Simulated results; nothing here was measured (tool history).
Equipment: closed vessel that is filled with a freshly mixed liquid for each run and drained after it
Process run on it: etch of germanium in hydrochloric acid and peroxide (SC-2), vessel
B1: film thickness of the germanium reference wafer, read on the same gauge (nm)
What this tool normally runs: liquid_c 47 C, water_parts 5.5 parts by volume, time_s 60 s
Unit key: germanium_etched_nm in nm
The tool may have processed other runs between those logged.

{"run": 1, "hour": 0.0, "liquid_c": 47, "water_parts": 5.5, "time_s": 60, "B1": 60.01, "germanium_etched_nm": 136.97}
{"run": 2, "hour": 7.4, "liquid_c": 47, "water_parts": 5.5, "time_s": 60, "B1": 60.01, "germanium_etched_nm": 137.3}
{"run": 3, "hour": 24.2, "liquid_c": 47, "water_parts": 5.5, "time_s": 60, "B1": 60, "germanium_etched_nm": 137.27}
{"run": 4, "hour": 41.9, "liquid_c": 47, "water_parts": 5.5, "time_s": 60, "B1": 59.99, "germanium_etched_nm": 138.25}
{"run": 5, "hour": 51.7, "liquid_c": 47, "water_parts": 5.5, "time_s": 60, "B1": 60.01, "germanium_etched_nm": 137.53}
{"run": 6, "hour": 60.6, "liquid_c": 47, "water_parts": 5.5, "time_s": 60, "B1": 60, "germanium_etched_nm": 137.69}
{"run": 7, "hour": 74.0, "liquid_c": 47, "water_parts": 5.5, "time_s": 60, "B1": 60.02, "germanium_etched_nm": 137.91}
{"run": 8, "hour": 90.5, "liquid_c": 47, "water_parts": 5.5, "time_s": 60, "B1": 60, "germanium_etched_nm": 137.94}
{"run": 9, "hour": 119.3, "liquid_c": 47, "water_parts": 4, "time_s": 60, "B1": 59.99, "germanium_etched_nm": 138.37}
{"run": 10, "hour": 128.0, "liquid_c": 47, "water_parts": 6.5, "time_s": 60, "B1": 59.99, "germanium_etched_nm": 136.77}
{"hour": 141.3, "done": "chemicals flow meter replaced"}
{"run": 11, "hour": 143.9, "liquid_c": 47, "water_parts": 6.5, "time_s": 60, "B1": 60.03, "germanium_etched_nm": 137.42}
{"run": 12, "hour": 156.0, "liquid_c": 49.5, "water_parts": 5.5, "time_s": 60, "B1": 59.98, "germanium_etched_nm": 149.55}
{"run": 13, "hour": 164.7, "liquid_c": 51, "water_parts": 7.5, "time_s": 90, "B1": 59.99, "germanium_etched_nm": 232.15}
{"hour": 179.4, "done": "new drum of peroxide connected"}
{"run": 14, "hour": 199.8, "liquid_c": 47, "water_parts": 4, "time_s": 40, "B1": 60.01, "germanium_etched_nm": 92.98}
{"run": 15, "hour": 217.1, "liquid_c": 41, "water_parts": 7, "time_s": 80, "B1": 59.99, "germanium_etched_nm": 149.56}
{"hour": 221.9, "done": "gauge calibrated"}
{"run": 16, "hour": 227.5, "liquid_c": 44.5, "water_parts": 7.5, "time_s": 50, "B1": 60.03, "germanium_etched_nm": 105.06}
{"run": 17, "hour": 242.6, "liquid_c": 50.5, "water_parts": 8, "time_s": 60, "B1": 60, "germanium_etched_nm": 152.26}
{"hour": 249.8, "done": "thermometer replaced"}
{"run": 18, "hour": 257.6, "liquid_c": 47, "water_parts": 4, "time_s": 30, "B1": 59.98, "germanium_etched_nm": 65.08}
{"run": 19, "hour": 271.6, "liquid_c": 40.5, "water_parts": 5.5, "time_s": 60, "B1": 60.02, "germanium_etched_nm": 104.15}
{"run": 20, "hour": 320.5, "liquid_c": 38, "water_parts": 7, "time_s": 50, "B1": 60, "germanium_etched_nm": 78.87}
{"run": 21, "hour": 334.5, "liquid_c": 47, "water_parts": 5.5, "time_s": 60, "B1": 60, "germanium_etched_nm": 129.58}
{"run": 22, "hour": 343.0, "liquid_c": 53.5, "water_parts": 5.5, "time_s": 60, "B1": 60.02, "germanium_etched_nm": 159.96}
{"run": 23, "hour": 357.4, "liquid_c": 47, "water_parts": 5.5, "time_s": 60, "B1": 59.98, "germanium_etched_nm": 129.53}
{"run": 24, "hour": 364.4, "liquid_c": 47, "water_parts": 5.5, "time_s": 60, "B1": 59.99, "germanium_etched_nm": 129.94}
{"run": 25, "hour": 371.0, "liquid_c": 43.5, "water_parts": 5.5, "time_s": 45, "B1": 60.02, "germanium_etched_nm": 86.59}
{"run": 26, "hour": 378.5, "liquid_c": 53.5, "water_parts": 8, "time_s": 80, "B1": 59.99, "germanium_etched_nm": 208.71}
{"run": 27, "hour": 394.1, "liquid_c": 47, "water_parts": 7, "time_s": 60, "B1": 60, "germanium_etched_nm": 128.53}
{"run": 28, "hour": 402.6, "liquid_c": 47, "water_parts": 5.5, "time_s": 60, "B1": 60.02, "germanium_etched_nm": 129.63}
{"run": 29, "hour": 418.4, "liquid_c": 55.5, "water_parts": 8, "time_s": 95, "B1": 60.04, "germanium_etched_nm": 263.95}

Exercise: give the hidden state of the tool at every run:
chemicals flow below the setpoint (%): 0 across all the runs
peroxide weaker than its label (%): 0 across all the runs
gauge reads high (%): 0 across all the runs
H1: liquid hotter than its thermometer reads (K)
run=1 H1=2
run=2 H1=2.01
run=3 H1=2.03
run=4 H1=2.04
run=5 H1=2.05
run=6 H1=2.06
run=7 H1=2.08
run=8 H1=2.09
run=9 H1=2.12
run=10 H1=2.13
run=11 H1=2.15
run=12 H1=2.16
run=13 H1=2.17
run=14 H1=2.2
run=15 H1=2.22
run=16 H1=2.23
run=17 H1=2.25
run=18 H1=0.111
run=19 H1=0.125
run=20 H1=0.175
run=21 H1=0.189
run=22 H1=0.197
run=23 H1=0.212
run=24 H1=0.219
run=25 H1=0.226
run=26 H1=0.233
run=27 H1=0.249
run=28 H1=0.257
run=29 H1=0.273
